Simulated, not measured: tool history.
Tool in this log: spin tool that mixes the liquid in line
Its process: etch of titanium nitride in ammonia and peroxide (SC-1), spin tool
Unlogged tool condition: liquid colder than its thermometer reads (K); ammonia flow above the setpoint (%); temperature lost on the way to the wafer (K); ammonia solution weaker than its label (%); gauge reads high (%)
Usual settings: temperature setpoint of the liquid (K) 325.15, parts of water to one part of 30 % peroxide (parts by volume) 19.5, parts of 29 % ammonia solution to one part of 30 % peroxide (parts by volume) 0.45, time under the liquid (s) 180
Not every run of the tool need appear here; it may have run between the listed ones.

run   hour  temperature setpoint of the liquid (K)  parts of water to one part of 30 % peroxide (parts by volume)  parts of 29 % ammonia solution to one part of 30 % peroxide (parts by volume)  time under the liquid (s)  wafers since the last listed run  hours since the thermometer was replaced  hours since the ammonia flow meter was replaced  hours since the heated supply line was repaired  hours since the drum of ammonia solution was connected  hours since the gauge calibration  read-back film thickness of the titanium nitride reference wafer, read on the same gauge (nm)  thickness taken off the titanium nitride on a monitor wafer (Å)
  1    0.0                                  325.15                                                           19.5                                                                           0.45                        180                                 0                                    1012.0                                             72.2                                           2125.1                                                   429.6                                7.2                                                                                          40.02                                                            119.8
  2   10.2                                  325.15                                                           19.5                                                                           0.45                        180                                93                                    1022.2                                             82.4                                           2135.3                                                   439.8                               17.4                                                                                          40.02                                                            119.4
      18.7  -- heated supply line repaired
  3   26.7                                  325.15                                                           19.5                                                                           0.45                        180                               142                                    1038.7                                             98.9                                              8.0                                                   456.3                               33.9                                                                                          39.98                                                            119.1
  4   33.1                                  320.15                                                           12.0                                                                           0.35                        140                                58                                    1045.1                                            105.3                                             14.4                                                   462.7                               40.3                                                                                          40.02                                                             81.5
      38.8  -- new drum of ammonia solution connected
  5   40.9                                  329.65                                                           19.5                                                                           0.45                        215                                62                                    1052.9                                            113.1                                             22.2                                                     2.1                               48.1                                                                                          39.99                                                            193.6
  6   54.4                                  325.15                                                           19.5                                                                           0.45                        180                               123                                    1066.4                                            126.6                                             35.7                                                    15.6                               61.6                                                                                          40.01                                                            118.6
  7   65.0                                  334.15                                                           19.5                                                                           0.45                        210                                97                                    1077.0                                            137.2                                             46.3                                                    26.2                               72.2                                                                                          39.98                                                            254.0
  8   73.0                                  316.65                                                           24.5                                                                           0.55                        100                                73                                    1085.0                                            145.2                                             54.3                                                    34.2                               80.2                                                                                          39.99                                                             33.0
  9   88.1                                  325.15                                                           10.5                                                                           0.30                        180                               138                                    1100.1                                            160.3                                             69.4                                                    49.3                               95.3                                                                                          40.03                                                            155.2
      89.3  -- thermometer replaced
 10   94.2                                  325.15                                                           10.0                                                                           0.25                        180                                46                                       4.9                                            166.4                                             75.5                                                    55.4                              101.4                                                                                          39.99                                                            160.2
 11  108.0                                  331.65                                                           10.5                                                                           0.50                        135                               126                                      18.7                                            180.2                                             89.3                                                    69.2                              115.2                                                                                          40.00                                                            206.6
 12  119.7                                  325.15                                                           19.5                                                                           0.30                        180                               107                                      30.4                                            191.9                                            101.0                                                    80.9                              126.9                                                                                          39.99                                                            115.2
 13  137.5                                  325.15                                                           19.5                                                                           0.45                        180                               163                                      48.2                                            209.7                                            118.8                                                    98.7                              144.7                                                                                          40.00                                                            124.1
 14  155.0                                  331.15                                                           26.5                                                                           0.65                        180                               160                                      65.7                                            227.2                                            136.3                                                   116.2                              162.2                                                                                          40.00                                                            167.5
 15  170.9                                  318.15                                                           19.5                                                                           0.45                        180                               145                                      81.6                                            243.1                                            152.2                                                   132.1                              178.1                                                                                          40.03                                                             75.7
 16  178.3                                  325.15                                                           15.0                                                                           0.65                        180                                67                                      89.0                                            250.5                                            159.6                                                   139.5                              185.5                                                                                          40.01                                                            153.0
 17  192.2                                  325.15                                                           19.5                                                                           0.45                        180                               127                                     102.9                                            264.4                                            173.5                                                   153.4                              199.4                                                                                          40.02                                                            123.3
 18  200.4                                  325.15                                                           19.5                                                                           0.45                        180                                75                                     111.1                                            272.6                                            181.7                                                   161.6                              207.6                                                                                          40.01                                                            123.8
 19  217.4                                  328.15                                                           13.0                                                                           0.60                        230                               155                                     128.1                                            289.6                                            198.7                                                   178.6                              224.6                                                                                          40.03                                                            255.8
 20  232.4                                  315.65                                                           19.5                                                                           0.45                        180                               137                                     143.1                                            304.6                                            213.7                                                   193.6                              239.6                                                                                          39.99                                                             62.8
 21  240.2                                  325.15                                                           27.5                                                                           0.45                        150                                71                                     150.9                                            312.4                                            221.5                                                   201.4                              247.4                                                                                          40.02                                                             85.4
 22  256.4                                  325.15                                                           24.0                                                                           0.45                        255                               148                                     167.1                                            328.6                                            237.7                                                   217.6                              263.6                                                                                          40.02                                                            155.3
     268.6  -- gauge calibrated
 23  269.4                                  318.15                                                           14.0                                                                           0.40                        290                               119                                     180.1                                            341.6                                            250.7                                                   230.6                                0.8                                                                                          39.98                                                            143.0

5 ways to go on from here, each from the tool as it stands after run 23. What would each give?
  A  269.9                                  325.15                                                           19.5                                                                           0.55                        180                                 4                                     180.6                                            342.1                                            251.2                                                   231.1                                1.3                                                                                              ?                                                                ?
  B  269.9                                  320.15                                                           15.0                                                                           0.30                        275                                 4                                     180.6                                            342.1                                            251.2                                                   231.1                                1.3                                                                                              ?                                                                ?
  C  269.9                                  325.15                                                           27.5                                                                           0.35                        180                                 4                                     180.6                                            342.1                                            251.2                                                   231.1                                1.3                                                                                              ?                                                                ?
  D  269.9                                  325.15                                                           26.5                                                                           0.40                        180                                 4                                     180.6                                            342.1                                            251.2                                                   231.1                                1.3                                                                                              ?                                                                ?
  E  269.9                                  325.15                                                           10.0                                                                           0.45                        180                                 4                                     180.6                                            342.1                                            251.2                                                   231.1                                1.3                                                                                              ?                                                                ?

run  read-back film thickness of the titanium nitride reference wafer, read on the same gauge (nm)  thickness taken off the titanium nitride on a monitor wafer (Å)
  A                                                                                          39.97                                                            127.8
  B                                                                                          39.97                                                            142.2
  C                                                                                          39.97                                                             96.7
  D                                                                                          39.97                                                            101.3
  E                                                                                          39.97                                                            177.0
The same runs, with their run-to-run variation unchanged, on a tool lacking any hidden condition would have given:
run  thickness taken off the titanium nitride on a monitor wafer (Å)
  A                                                            129.5
  B                                                            144.1
  C                                                             97.9
  D                                                            102.6
  E                                                            179.3

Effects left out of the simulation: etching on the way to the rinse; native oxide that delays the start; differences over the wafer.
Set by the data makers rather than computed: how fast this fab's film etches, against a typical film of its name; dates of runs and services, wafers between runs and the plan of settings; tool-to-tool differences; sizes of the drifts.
